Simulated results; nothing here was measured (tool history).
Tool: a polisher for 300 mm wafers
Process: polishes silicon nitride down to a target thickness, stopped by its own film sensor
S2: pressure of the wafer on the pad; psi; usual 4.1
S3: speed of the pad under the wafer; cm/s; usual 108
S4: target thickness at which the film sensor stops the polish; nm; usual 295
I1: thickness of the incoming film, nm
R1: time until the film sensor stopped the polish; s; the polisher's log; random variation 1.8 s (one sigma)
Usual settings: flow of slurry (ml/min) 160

{"run": 1, "hour": 0.0, "flow of slurry (ml/min)": 130, "S2": 4.1, "S3": 116, "S4": 295, "I1": 522.6, "R1": 104.6}
{"hour": 37.0, "done": "worn pad replaced by a new one"}
{"run": 2, "hour": 49.6, "flow of slurry (ml/min)": 130, "S2": 4.1, "S3": 116, "S4": 295, "I1": 520.4, "R1": 91.6}
{"run": 3, "hour": 80.8, "flow of slurry (ml/min)": 160, "S2": 4.1, "S3": 108, "S4": 295, "I1": 518.4, "R1": 95.5}
{"run": 4, "hour": 125.7, "flow of slurry (ml/min)": 160, "S2": 4.1, "S3": 108, "S4": 295, "I1": 518.7, "R1": 98.3}
{"run": 5, "hour": 162.3, "flow of slurry (ml/min)": 160, "S2": 4.1, "S3": 108, "S4": 295, "I1": 513, "R1": 93}
{"hour": 180.0, "done": "head pressure recalibrated"}
{"run": 6, "hour": 226.8, "flow of slurry (ml/min)": 160, "S2": 4.1, "S3": 108, "S4": 295, "I1": 522.8, "R1": 109.6}
{"hour": 230.7, "done": "slurry nozzle cleaned"}
{"run": 7, "hour": 264.1, "flow of slurry (ml/min)": 160, "S2": 4.1, "S3": 108, "S4": 295, "I1": 520.8, "R1": 107.4}
{"run": 8, "hour": 321.8, "flow of slurry (ml/min)": 160, "S2": 4.1, "S3": 108, "S4": 295, "I1": 523.7, "R1": 114}
{"run": 9, "hour": 387.4, "flow of slurry (ml/min)": 160, "S2": 4.1, "S3": 108, "S4": 295, "I1": 522.5, "R1": 107.7}
{"run": 10, "hour": 411.8, "flow of slurry (ml/min)": 160, "S2": 4.1, "S3": 108, "S4": 295, "I1": 522.7, "R1": 112.1}
{"run": 11, "hour": 480.4, "flow of slurry (ml/min)": 160, "S2": 4.1, "S3": 108, "S4": 295, "I1": 518, "R1": 110.1}
{"hour": 521.1, "done": "worn pad replaced by a new one"}
{"run": 12, "hour": 649.3, "flow of slurry (ml/min)": 160, "S2": 4.1, "S3": 108, "S4": 295, "I1": 516.7, "R1": 98.5}
{"run": 13, "hour": 713.8, "flow of slurry (ml/min)": 160, "S2": 3.1, "S3": 108, "S4": 295, "I1": 526.9, "R1": 141}
{"hour": 754.5, "done": "slurry nozzle cleaned"}
{"run": 14, "hour": 766.5, "flow of slurry (ml/min)": 160, "S2": 4.1, "S3": 134, "S4": 295, "I1": 517.9, "R1": 84.6}
{"run": 15, "hour": 846.6, "flow of slurry (ml/min)": 160, "S2": 4.1, "S3": 108, "S4": 295, "I1": 523, "R1": 105.5}
{"run": 16, "hour": 902.9, "flow of slurry (ml/min)": 160, "S2": 4.1, "S3": 128, "S4": 295, "I1": 525.9, "R1": 91.9}
{"run": 17, "hour": 929.5, "flow of slurry (ml/min)": 160, "S2": 4.1, "S3": 142, "S4": 259, "I1": 510.5, "R1": 92.7}
{"run": 18, "hour": 980.9, "flow of slurry (ml/min)": 120, "S2": 4.8, "S3": 86, "S4": 315, "I1": 522.1, "R1": 102.3}
{"run": 19, "hour": 1011.2, "flow of slurry (ml/min)": 160, "S2": 4.1, "S3": 118, "S4": 295, "I1": 524.8, "R1": 99.1}
{"run": 20, "hour": 1069.7, "flow of slurry (ml/min)": 160, "S2": 2.8, "S3": 92, "S4": 295, "I1": 513.3, "R1": 167.8}
{"hour": 1103.6, "done": "worn pad replaced by a new one"}
{"hour": 1165.0, "done": "head pressure recalibrated"}
{"run": 21, "hour": 1223.7, "flow of slurry (ml/min)": 190, "S2": 4.1, "S3": 108, "S4": 228, "I1": 522.2, "R1": 135.8}
{"hour": 1250.8, "done": "slurry nozzle cleaned"}
{"run": 22, "hour": 1291.1, "flow of slurry (ml/min)": 160, "S2": 4.1, "S3": 108, "S4": 295, "I1": 517.5, "R1": 108.8}
{"run": 23, "hour": 1360.9, "flow of slurry (ml/min)": 160, "S2": 5.2, "S3": 108, "S4": 355, "I1": 508.3, "R1": 58.3}
{"run": 24, "hour": 1424.6, "flow of slurry (ml/min)": 160, "S2": 4.1, "S3": 108, "S4": 295, "I1": 510.8, "R1": 102.4}
{"run": 25, "hour": 1613.1, "flow of slurry (ml/min)": 160, "S2": 4.7, "S3": 86, "S4": 320, "I1": 526.8, "R1": 106.7}
{"hour": 1650.5, "done": "worn pad replaced by a new one"}
{"run": 26, "hour": 1652.8, "flow of slurry (ml/min)": 160, "S2": 4.1, "S3": 108, "S4": 295, "I1": 523.4, "R1": 96.3}
{"run": 27, "hour": 1712.2, "flow of slurry (ml/min)": 160, "S2": 2.9, "S3": 108, "S4": 295, "I1": 531.3, "R1": 145.2}
{"run": 28, "hour": 1761.8, "flow of slurry (ml/min)": 180, "S2": 3.5, "S3": 108, "S4": 295, "I1": 517, "R1": 108.3}
{"run": 29, "hour": 1798.3, "flow of slurry (ml/min)": 130, "S2": 4.1, "S3": 108, "S4": 295, "I1": 526.9, "R1": 102.9}
{"run": 30, "hour": 1860.0, "flow of slurry (ml/min)": 160, "S2": 5.4, "S3": 108, "S4": 295, "I1": 530.6, "R1": 82.2}
{"hour": 1867.9, "done": "slurry nozzle cleaned"}
{"run": 31, "hour": 1924.1, "flow of slurry (ml/min)": 160, "S2": 4.1, "S3": 108, "S4": 295, "I1": 516.7, "R1": 98.9}
{"run": 32, "hour": 1950.5, "flow of slurry (ml/min)": 160, "S2": 3.4, "S3": 108, "S4": 271, "I1": 519.5, "R1": 136.7}
{"run": 33, "hour": 1997.6, "flow of slurry (ml/min)": 160, "S2": 4.1, "S3": 108, "S4": 295, "I1": 514.9, "R1": 99.5}
{"run": 34, "hour": 2025.8, "flow of slurry (ml/min)": 210, "S2": 5, "S3": 72, "S4": 259, "I1": 525.9, "R1": 131.7}
{"hour": 2053.1, "done": "head pressure recalibrated"}
{"run": 35, "hour": 2087.8, "flow of slurry (ml/min)": 160, "S2": 4.7, "S3": 76, "S4": 295, "I1": 514.2, "R1": 127.1}
{"hour": 2128.5, "done": "worn pad replaced by a new one"}
{"run": 36, "hour": 2133.8, "flow of slurry (ml/min)": 160, "S2": 3.7, "S3": 122, "S4": 248, "I1": 523.4, "R1": 126.1}
{"run": 37, "hour": 2187.8, "flow of slurry (ml/min)": 160, "S2": 4.1, "S3": 108, "S4": 222, "I1": 510.4, "R1": 130.1}

Forecast each of these 3 alternatives for the next run:
{"run": "A", "hour": 2188.3, "flow of slurry (ml/min)": 160, "S2": 4.1, "S3": 108, "S4": 273, "I1": 519.9, "R1": "?"}
{"run": "B", "hour": 2188.3, "flow of slurry (ml/min)": 160, "S2": 4.1, "S3": 108, "S4": 328, "I1": 519.9, "R1": "?"}
{"run": "C", "hour": 2188.3, "flow of slurry (ml/min)": 210, "S2": 3.2, "S3": 108, "S4": 295, "I1": 519.9, "R1": "?"}

run=A R1=112.7
run=B R1=87.6
run=C R1=127.2
Without the tool's hidden state the same runs would have given:
run=A R1=112.9
run=B R1=87.8
run=C R1=127.5
